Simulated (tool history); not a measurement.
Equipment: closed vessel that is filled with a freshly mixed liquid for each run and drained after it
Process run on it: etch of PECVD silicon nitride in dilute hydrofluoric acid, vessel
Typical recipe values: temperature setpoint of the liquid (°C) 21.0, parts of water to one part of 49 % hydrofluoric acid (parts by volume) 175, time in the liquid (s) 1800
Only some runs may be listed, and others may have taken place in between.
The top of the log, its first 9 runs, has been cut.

| run | hour | temperature setpoint of the liquid (°C) | parts of water to one part of 49 % hydrofluoric acid (parts by volume) | time in the liquid (s) | read-back film thickness of the PECVD silicon nitride reference wafer, read on the same gauge (nm) | thickness taken off the PECVD silicon nitride on a monitor wafer (angstrom) |
|---|---|---|---|---|---|---|
| 10 | 310.6 | 21.0 | 175 | 2285 | 80.00 | 254.8 |
| 11 | 340.0 | 21.0 | 175 | 2285 | 80.01 | 257.7 |
| 12 | 375.5 | 21.0 | 175 | 2285 | 79.98 | 256.9 |
| 13 | 390.2 | 21.0 | 175 | 1800 | 80.03 | 201.5 |
|  | 425.1 | hydrofluoric acid flow meter replaced |
| 14 | 453.8 | 21.0 | 175 | 1800 | 79.96 | 202.8 |
| 15 | 476.2 | 21.0 | 175 | 1800 | 80.01 | 199.7 |
| 16 | 488.3 | 17.5 | 130 | 1800 | 79.97 | 208.6 |
| 17 | 523.6 | 23.5 | 105 | 2740 | 79.99 | 589.0 |
| 18 | 551.0 | 21.0 | 175 | 1800 | 79.95 | 198.3 |
| 19 | 583.2 | 21.0 | 175 | 1395 | 80.00 | 155.8 |
|  | 598.4 | gauge calibrated |
| 20 | 605.8 | 17.5 | 250 | 1800 | 79.99 | 112.1 |
| 21 | 656.4 | 23.5 | 140 | 1800 | 79.98 | 289.0 |
| 22 | 671.5 | 17.0 | 200 | 975 | 79.96 | 71.9 |
|  | 684.0 | thermometer replaced |
| 23 | 697.0 | 21.0 | 175 | 1800 | 80.02 | 206.8 |
| 24 | 725.9 | 21.0 | 175 | 1800 | 79.98 | 205.2 |
| 25 | 758.4 | 23.0 | 175 | 1320 | 80.00 | 171.7 |
|  | 785.8 | hydrofluoric acid flow meter replaced |
| 26 | 788.2 | 21.0 | 245 | 2355 | 80.04 | 191.0 |

Expected results for the next run?
| 27 | 817.6 | 21.0 | 175 | 1800 | ? | ? |

read-back film thickness of the PECVD silicon nitride reference wafer, read on the same gauge (nm): 79.95
thickness taken off the PECVD silicon nitride on a monitor wafer (angstrom): 203.0
The same run, on a tool lacking any hidden state, would have yielded thickness taken off the PECVD silicon nitride on a monitor wafer (angstrom) 205.0.
